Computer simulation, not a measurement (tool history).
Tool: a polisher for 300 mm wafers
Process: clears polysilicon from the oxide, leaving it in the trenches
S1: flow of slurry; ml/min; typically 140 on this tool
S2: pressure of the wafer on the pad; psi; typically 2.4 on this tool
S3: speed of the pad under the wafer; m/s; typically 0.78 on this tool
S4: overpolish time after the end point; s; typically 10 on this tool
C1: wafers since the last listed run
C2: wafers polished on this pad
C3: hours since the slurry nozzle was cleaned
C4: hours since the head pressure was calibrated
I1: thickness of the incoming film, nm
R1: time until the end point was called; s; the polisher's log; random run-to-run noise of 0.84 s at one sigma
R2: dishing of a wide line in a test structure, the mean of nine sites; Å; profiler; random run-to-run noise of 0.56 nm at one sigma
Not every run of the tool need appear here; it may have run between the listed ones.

Run 1, hour 0: usual settings but S1 165 ml/min, S3 0.6 m/s; C1 0; C2 1446; C3 432; C4 520.3; I1 489.1. Result: R1 62.9 s, R2 355 Å.
Run 2, hour 7.4: usual settings; C1 49; C2 1496; C3 439.4; C4 527.7; I1 487.8. Result: R1 51.6 s, R2 385 Å.
At hour 16.5: worn pad replaced by a new one.
Run 3, hour 17: usual settings but S2 2.9 psi; C1 37; C2 3; C3 449; C4 537.3; I1 482.6. Result: R1 42.6 s, R2 398 Å.
Run 4, hour 27.9: usual settings but S2 2.9 psi; C1 73; C2 76; C3 459.9; C4 548.2; I1 495.1. Result: R1 43.3 s, R2 400 Å.
Run 5, hour 42.1: usual settings; C1 95; C2 171; C3 474.1; C4 562.4; I1 494.4. Result: R1 53 s, R2 395 Å.
Run 6, hour 53.7: usual settings; C1 77; C2 249; C3 485.7; C4 574; I1 492.1. Result: R1 52.5 s, R2 374 Å.
Run 7, hour 101: usual settings; C1 317; C2 567; C3 533; C4 621.3; I1 487.8. Result: R1 53.9 s, R2 393 Å.
Run 8, hour 107.1: usual settings; C1 40; C2 608; C3 539.1; C4 627.4; I1 488.7. Result: R1 53.3 s, R2 384 Å.
Run 9, hour 121: usual settings but S1 160 ml/min, S4 8 s; C1 93; C2 701; C3 553; C4 641.3; I1 489.8. Result: R1 51.3 s, R2 361 Å.
Run 10, hour 131.9: usual settings but S4 14 s; C1 73; C2 774; C3 563.9; C4 652.2; I1 484. Result: R1 51.9 s, R2 410 Å.
Run 11, hour 139.3: usual settings; C1 49; C2 824; C3 571.3; C4 659.6; I1 483.8. Result: R1 52.6 s, R2 387 Å.
Run 12, hour 153.2: usual settings; C1 93; C2 917; C3 585.2; C4 673.5; I1 488. Result: R1 53.2 s, R2 381 Å.
Run 13, hour 160.8: usual settings; C1 51; C2 968; C3 592.8; C4 681.1; I1 490.9. Result: R1 52.7 s, R2 376 Å.
Run 14, hour 175.1: usual settings but S3 0.66 m/s, S4 8 s; C1 96; C2 1064; C3 607.1; C4 695.4; I1 494.9. Result: R1 60.6 s, R2 346 Å.
Run 15, hour 189.4: usual settings but S3 0.66 m/s, S4 8 s; C1 96; C2 1160; C3 621.4; C4 709.7; I1 482.4. Result: R1 58.9 s, R2 349 Å.
At hour 204.9: head pressure recalibrated.
Run 16, hour 205.4: usual settings but S1 175 ml/min, S2 1.7 psi; C1 94; C2 1254; C3 637.4; C4 0.5; I1 485.4. Result: R1 70 s, R2 347 Å.
Run 17, hour 211.6: usual settings but S1 160 ml/min, S2 2.9 psi; C1 41; C2 1296; C3 643.6; C4 6.7; I1 497.5. Result: R1 44.5 s, R2 401 Å.
Run 18, hour 227.9: usual settings but S1 115 ml/min, S2 3.1 psi; C1 109; C2 1406; C3 659.9; C4 23; I1 488.8. Result: R1 43.9 s, R2 406 Å.
Run 19, hour 239.7: usual settings; C1 79; C2 1485; C3 671.7; C4 34.8; I1 485.1. Result: R1 53.7 s, R2 387 Å.
At hour 244.9: worn pad replaced by a new one.
Run 20, hour 245.8: usual settings but S3 0.56 m/s, S4 7 s; C1 14; C2 6; C3 677.8; C4 40.9; I1 490.6. Result: R1 68.3 s, R2 309 Å.
At hour 249: slurry nozzle cleaned.
Run 21, hour 259: usual settings but S2 2.2 psi; C1 81; C2 88; C3 10; C4 54.1; I1 485.4. Result: R1 61.2 s, R2 363 Å.
Run 22, hour 268.3: usual settings but S2 2 psi, S4 15 s; C1 62; C2 150; C3 19.3; C4 63.4; I1 499.8. Result: R1 69.5 s, R2 400 Å.
Run 23, hour 275.5: usual settings but S1 165 ml/min, S2 2.1 psi; C1 48; C2 199; C3 26.5; C4 70.6; I1 480.4. Result: R1 61.9 s, R2 371 Å.
Run 24, hour 288.8: usual settings but S1 175 ml/min, S2 2.7 psi, S4 16 s; C1 89; C2 288; C3 39.8; C4 83.9; I1 484.4. Result: R1 49.9 s, R2 417 Å.
Run 25, hour 303.6: usual settings but S3 0.6 m/s; C1 99; C2 387; C3 54.6; C4 98.7; I1 485.7. Result: R1 68.1 s, R2 359 Å.
Run 26, hour 315.4: usual settings but S2 1.9 psi; C1 79; C2 467; C3 66.4; C4 110.5; I1 499.9. Result: R1 77.6 s, R2 340 Å.
Run 27, hour 330.7: usual settings but S1 190 ml/min, S2 2.2 psi; C1 102; C2 569; C3 81.7; C4 125.8; I1 494.6. Result: R1 61 s, R2 375 Å.

For run 28, what comes out?
At hour 334.8: slurry nozzle cleaned, repeated, since the last time left the tool worse.
Run 28, hour 337: usual settings; C1 35; C2 605; C3 2.2; C4 132.1; I1 490.5. Result: R1 ?, R2 ?.

For run 28 the tool returned R1 50.1 s, R2 384 Å.
With no hidden state in the tool, this same run would have given R1 49.8 s, R2 384 Å.

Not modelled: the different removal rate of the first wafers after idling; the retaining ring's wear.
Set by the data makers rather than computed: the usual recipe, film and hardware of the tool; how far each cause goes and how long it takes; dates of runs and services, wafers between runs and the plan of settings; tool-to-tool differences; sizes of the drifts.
